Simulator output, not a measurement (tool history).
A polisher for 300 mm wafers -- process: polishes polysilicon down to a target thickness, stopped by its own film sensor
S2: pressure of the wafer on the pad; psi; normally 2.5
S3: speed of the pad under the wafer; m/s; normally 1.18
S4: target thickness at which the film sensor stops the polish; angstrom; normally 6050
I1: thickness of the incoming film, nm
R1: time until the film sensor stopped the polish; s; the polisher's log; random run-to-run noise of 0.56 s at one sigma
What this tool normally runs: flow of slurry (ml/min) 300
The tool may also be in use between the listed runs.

{"run": 1, "day": 0.0, "flow of slurry (ml/min)": 300, "S2": 2.5, "S3": 1.18, "S4": 6050, "I1": 1082.5, "R1": 62.1}
{"run": 2, "day": 0.575, "flow of slurry (ml/min)": 300, "S2": 2.5, "S3": 1.18, "S4": 6050, "I1": 1096.1, "R1": 65.8}
{"run": 3, "day": 1.358, "flow of slurry (ml/min)": 300, "S2": 2.5, "S3": 0.9, "S4": 6540, "I1": 1076.7, "R1": 71}
{"day": 2.367, "done": "worn pad replaced by a new one"}
{"run": 4, "day": 2.504, "flow of slurry (ml/min)": 300, "S2": 2.5, "S3": 0.9, "S4": 6540, "I1": 1095.1, "R1": 72.3}
{"run": 5, "day": 3.508, "flow of slurry (ml/min)": 300, "S2": 2.5, "S3": 0.96, "S4": 6050, "I1": 1088.2, "R1": 75.7}
{"run": 6, "day": 4.475, "flow of slurry (ml/min)": 300, "S2": 2.5, "S3": 0.96, "S4": 6050, "I1": 1081.9, "R1": 77.5}
{"run": 7, "day": 5.146, "flow of slurry (ml/min)": 300, "S2": 2.9, "S3": 1.18, "S4": 6050, "I1": 1077.1, "R1": 56.3}
{"run": 8, "day": 5.767, "flow of slurry (ml/min)": 270, "S2": 2.5, "S3": 1.18, "S4": 6050, "I1": 1101.4, "R1": 69.4}
{"run": 9, "day": 6.425, "flow of slurry (ml/min)": 270, "S2": 2.5, "S3": 1.18, "S4": 6050, "I1": 1068.8, "R1": 65.5}
{"run": 10, "day": 6.933, "flow of slurry (ml/min)": 360, "S2": 2.5, "S3": 1.18, "S4": 6050, "I1": 1097.1, "R1": 68.9}
{"day": 7.279, "done": "worn pad replaced by a new one"}
{"run": 11, "day": 7.538, "flow of slurry (ml/min)": 360, "S2": 2.5, "S3": 1.18, "S4": 6050, "I1": 1091.7, "R1": 63.4}
{"run": 12, "day": 8.162, "flow of slurry (ml/min)": 300, "S2": 2.5, "S3": 1.18, "S4": 6050, "I1": 1085.2, "R1": 64.2}
{"day": 8.658, "done": "slurry nozzle cleaned"}
{"day": 9.554, "done": "head pressure recalibrated"}
{"run": 13, "day": 9.575, "flow of slurry (ml/min)": 300, "S2": 2.5, "S3": 1.18, "S4": 6050, "I1": 1077.8, "R1": 58.1}
{"run": 14, "day": 10.767, "flow of slurry (ml/min)": 195, "S2": 1.6, "S3": 0.94, "S4": 6050, "I1": 1075.4, "R1": 118.3}
{"day": 11.583, "done": "worn pad replaced by a new one"}
{"run": 15, "day": 11.892, "flow of slurry (ml/min)": 200, "S2": 2.5, "S3": 1.18, "S4": 6050, "I1": 1065.3, "R1": 59.2}
{"run": 16, "day": 12.896, "flow of slurry (ml/min)": 385, "S2": 2.5, "S3": 0.82, "S4": 7680, "I1": 1064.5, "R1": 50.1}
{"run": 17, "day": 14.208, "flow of slurry (ml/min)": 300, "S2": 2.5, "S3": 1.18, "S4": 5010, "I1": 1076, "R1": 75.4}
{"run": 18, "day": 15.458, "flow of slurry (ml/min)": 260, "S2": 1.8, "S3": 1.3, "S4": 6050, "I1": 1079, "R1": 80.9}
{"day": 15.662, "done": "worn pad replaced by a new one"}
{"run": 19, "day": 16.217, "flow of slurry (ml/min)": 300, "S2": 2.5, "S3": 1.18, "S4": 6050, "I1": 1061.9, "R1": 58.9}
{"run": 20, "day": 16.896, "flow of slurry (ml/min)": 300, "S2": 2.5, "S3": 1.18, "S4": 6050, "I1": 1090.8, "R1": 63.5}
{"run": 21, "day": 17.675, "flow of slurry (ml/min)": 300, "S2": 2.5, "S3": 1.18, "S4": 6050, "I1": 1092.9, "R1": 67.2}
{"run": 22, "day": 18.642, "flow of slurry (ml/min)": 300, "S2": 2.5, "S3": 1.3, "S4": 4920, "I1": 1088.9, "R1": 75.5}
{"run": 23, "day": 20.096, "flow of slurry (ml/min)": 300, "S2": 1.7, "S3": 1.18, "S4": 6050, "I1": 1075, "R1": 97.4}
{"day": 20.6, "done": "worn pad replaced by a new one"}
{"run": 24, "day": 20.692, "flow of slurry (ml/min)": 300, "S2": 3.4, "S3": 1.18, "S4": 7040, "I1": 1090, "R1": 37.6}
{"run": 25, "day": 22.067, "flow of slurry (ml/min)": 245, "S2": 1.8, "S3": 1.32, "S4": 6050, "I1": 1086.4, "R1": 81.9}
{"run": 26, "day": 23.317, "flow of slurry (ml/min)": 270, "S2": 2.5, "S3": 1, "S4": 4800, "I1": 1078.2, "R1": 95.4}

Consider 3 possible next runs. They are alternatives, not a sequence: every one starts from the tool as it was left by run 26. What does each give?
{"run": "A", "day": 23.333, "flow of slurry (ml/min)": 300, "S2": 2.5, "S3": 1.18, "S4": 6050, "I1": 1067, "R1": "?"}
{"run": "B", "day": 23.333, "flow of slurry (ml/min)": 300, "S2": 2.5, "S3": 1.4, "S4": 6950, "I1": 1067, "R1": "?"}
{"run": "C", "day": 23.333, "flow of slurry (ml/min)": 300, "S2": 2.5, "S3": 1.18, "S4": 5320, "I1": 1067, "R1": "?"}

run=A R1=64.8
run=B R1=45
run=C R1=75.1
Take away the tool's hidden state, keep each run's random variation, and the runs would have read:
run=A R1=55.2
run=B R1=38.3
run=C R1=63.9
